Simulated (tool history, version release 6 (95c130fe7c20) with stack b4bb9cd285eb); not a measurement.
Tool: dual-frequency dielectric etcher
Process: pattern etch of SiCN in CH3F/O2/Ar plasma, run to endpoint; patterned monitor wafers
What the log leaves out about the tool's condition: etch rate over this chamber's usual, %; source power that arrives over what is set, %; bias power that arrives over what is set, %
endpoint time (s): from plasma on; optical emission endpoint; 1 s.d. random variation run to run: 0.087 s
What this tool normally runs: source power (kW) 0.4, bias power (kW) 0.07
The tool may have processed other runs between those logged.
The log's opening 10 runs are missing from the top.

run	hour	source power (kW)	bias power (kW)	wafers since the last listed run	hours since the last wet clean	hours since the last source power generator calibration	hours since the last bias power generator calibration	hours since the last upper electrode change	incoming incoming film thickness, nm	endpoint time (s)
11	136.8	0.4	0.082	267	312.7	3026.9	3643.8	3412.3	11.15	28.4
# hour 163.3: upper electrode replaced
12	163.8	0.4	0.082	67	339.7	3053.9	3670.8	0.5	11.16	28.7
13	170.2	0.48	0.064	143	346.1	3060.3	3677.2	6.9	11.04	27.8
14	187.4	0.48	0.064	386	363.3	3077.5	3694.4	24.1	11.17	28.1
# hour 201: bias power generator calibrated
15	205	0.34	0.07	305	380.9	3095.1	4	41.7	11.12	32.3
16	213.7	0.4	0.07	195	389.6	3103.8	12.7	50.4	10.97	29.3
17	220.2	0.4	0.07	146	396.1	3110.3	19.2	56.9	11.11	29.9
18	232.7	0.4	0.07	281	408.6	3122.8	31.7	69.4	11.08	29.8
19	245.4	0.4	0.07	285	421.3	3135.5	44.4	82.1	11.12	29.9
# hour 254.6: source power generator calibrated
20	255.1	0.36	0.078	128	431	0.5	54.1	91.8	11.06	30.4
21	259.4	0.35	0.085	96	435.3	4.8	58.4	96.1	11.1	30.2
22	269.8	0.4	0.085	233	445.7	15.2	68.8	106.5	11.07	28.2
23	285.9	0.3	0.07	362	461.8	31.3	84.9	122.6	11.12	34.4
24	294.1	0.4	0.07	184	470	39.5	93.1	130.8	11.11	29.9
# hour 328.9: wet clean of the chamber
25	329.4	0.4	0.053	254	0.5	74.8	128.4	166.1	11.15	31.6
26	329.7	0.4	0.07	6	0.8	75.1	128.7	166.4	11	28.9
27	330.1	0.44	0.07	8	1.2	75.5	129.1	166.8	11.14	27.9
28	377.8	0.31	0.07	1073	48.9	123.2	176.8	214.5	11.16	33.3
29	385.1	0.44	0.084	164	56.2	130.5	184.1	221.8	11.16	26.7
30	394.8	0.32	0.077	218	65.9	140.2	193.8	231.5	11.19	32
31	403.8	0.35	0.061	202	74.9	149.2	202.8	240.5	11.11	32.3
32	421.4	0.33	0.07	395	92.5	166.8	220.4	258.1	11.18	32.2
33	436.5	0.44	0.084	339	107.6	181.9	235.5	273.2	11.04	26.5
34	444.6	0.4	0.07	182	115.7	190	243.6	281.3	11.1	29.5

Each row is a separate what-if for the run after 34, all from the same tool condition, not one after another. Results?
A	445	0.4	0.07	8	116.1	190.4	244	281.7	11.04	?
B	445	0.45	0.083	8	116.1	190.4	244	281.7	11.04	?
C	445	0.4	0.065	8	116.1	190.4	244	281.7	11.04	?
D	445	0.44	0.085	8	116.1	190.4	244	281.7	11.04	?
E	445	0.48	0.065	8	116.1	190.4	244	281.7	11.04	?

run	endpoint time (s)
A	29.1
B	26.3
C	29.7
D	26.4
E	27.3
Without the tool's unlogged condition, the same runs would have read:
run	endpoint time (s)
A	28.9
B	26.1
C	29.5
D	26.2
E	27.1

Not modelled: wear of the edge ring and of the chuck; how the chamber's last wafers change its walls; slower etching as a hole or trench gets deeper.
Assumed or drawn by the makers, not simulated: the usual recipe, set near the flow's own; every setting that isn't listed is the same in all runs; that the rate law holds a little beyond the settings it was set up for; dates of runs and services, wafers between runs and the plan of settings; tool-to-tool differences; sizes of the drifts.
